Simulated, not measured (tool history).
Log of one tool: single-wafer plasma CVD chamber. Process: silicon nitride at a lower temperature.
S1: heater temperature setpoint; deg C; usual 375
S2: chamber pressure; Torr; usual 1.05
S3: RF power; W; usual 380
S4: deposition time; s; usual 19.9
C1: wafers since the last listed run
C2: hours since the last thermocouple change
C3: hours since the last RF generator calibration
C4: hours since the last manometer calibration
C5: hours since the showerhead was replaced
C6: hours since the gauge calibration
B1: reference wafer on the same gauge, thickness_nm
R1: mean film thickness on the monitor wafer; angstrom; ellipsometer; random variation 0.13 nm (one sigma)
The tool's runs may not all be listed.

run,hour,S1,S2,S3,S4,C1,C2,C3,C4,C5,C6,B1,R1
1,0,375,1.05,380,19.9,0,1222.1,1927.6,2230.4,7470.1,282.8,23.6,233.14
2,32.9,375,1.05,380,19.9,651,1255,1960.5,2263.3,7503,315.7,23.617,230.91
3,60.3,375,0.94,380,20.8,542,1282.4,1987.9,2290.7,7530.4,343.1,23.66,233.82
4,109,375,0.94,380,20.8,964,1331.1,2036.6,2339.4,7579.1,391.8,23.683,234.1
5,136.1,375,0.94,380,20.8,536,1358.2,2063.7,2366.5,7606.2,418.9,23.764,236.95
6,172,375,1.05,380,19.9,710,1394.1,2099.6,2402.4,7642.1,454.8,23.787,234.51
7,208,375,1.05,380,19.9,712,1430.1,2135.6,2438.4,7678.1,490.8,23.79,236.44
8,225.2,375,1.05,380,19.9,340,1447.3,2152.8,2455.6,7695.3,508,23.875,235.6
9,241.9,364,1.05,380,19.9,330,1464,2169.5,2472.3,7712,524.7,23.855,235.66
# hour 262.5: thermocouple changed; heater temperature recalibrated
10,270.4,364,1.05,380,19.9,405,7.9,2198,2500.8,7740.5,553.2,23.862,234.49
# hour 309.5: showerhead replaced
11,310,375,1.05,380,19.9,625,47.5,2237.6,2540.4,0.5,592.8,23.994,237.96
12,322.8,375,1.05,380,19.9,253,60.3,2250.4,2553.2,13.3,605.6,23.999,237.01
# hour 335.3: gauge calibrated
# hour 337.8: RF generator calibrated
13,346.7,375,1.05,380,19.9,314,84.2,8.9,2577.1,37.2,11.4,23.481,232.13
# hour 451.6: capacitance manometer re-zeroed and calibrated
14,452.1,375,1.14,405,21.6,1928,189.6,114.3,0.5,142.6,116.8,23.457,264.73
15,462.5,375,1.29,400,23.6,205,200,124.7,10.9,153,127.2,23.527,299.16
16,486.4,375,0.97,380,17.3,473,223.9,148.6,34.8,176.9,151.1,23.509,195.99
17,520.4,375,1.05,380,19.9,673,257.9,182.6,68.8,210.9,185.1,23.49,232.63
18,554.1,375,0.96,380,19.9,667,291.6,216.3,102.5,244.6,218.8,23.538,225.44
19,568.5,369,0.82,380,21.2,285,306,230.7,116.9,259,233.2,23.59,228.97
20,585,375,1.26,380,19.9,326,322.5,247.2,133.4,275.5,249.7,23.557,249.08
21,607.8,385,0.9,440,21.4,451,345.3,270,156.2,298.3,272.5,23.551,248.79
22,632.3,375,1.05,380,19.9,485,369.8,294.5,180.7,322.8,297,23.594,235.63
23,665.9,375,1.05,450,22.6,665,403.4,328.1,214.3,356.4,330.6,23.612,281.17
24,697.3,375,1.05,380,19.9,621,434.8,359.5,245.7,387.8,362,23.618,233.84
25,712.3,375,1.05,380,19.9,296,449.8,374.5,260.7,402.8,377,23.665,233.67
26,747.4,375,1.05,380,23.4,694,484.9,409.6,295.8,437.9,412.1,23.681,274.88
27,776.7,383,1.05,420,19.9,580,514.2,438.9,325.1,467.2,441.4,23.781,243.26

3 ways to go on from here, each from the tool as it stands after run 27. What would each give?
A,777.1,375,1.05,350,19.9,7,514.6,439.3,325.5,467.6,441.8,?,?
B,777.1,375,1.15,380,17.1,7,514.6,439.3,325.5,467.6,441.8,?,?
C,777.1,375,1.05,430,19.9,7,514.6,439.3,325.5,467.6,441.8,?,?

run,B1,R1
A,23.73,227.98
B,23.73,208.18
C,23.73,245.81
Without the tool's hidden state the same runs would have given:
run,R1
A,225.59
B,206
C,243.23
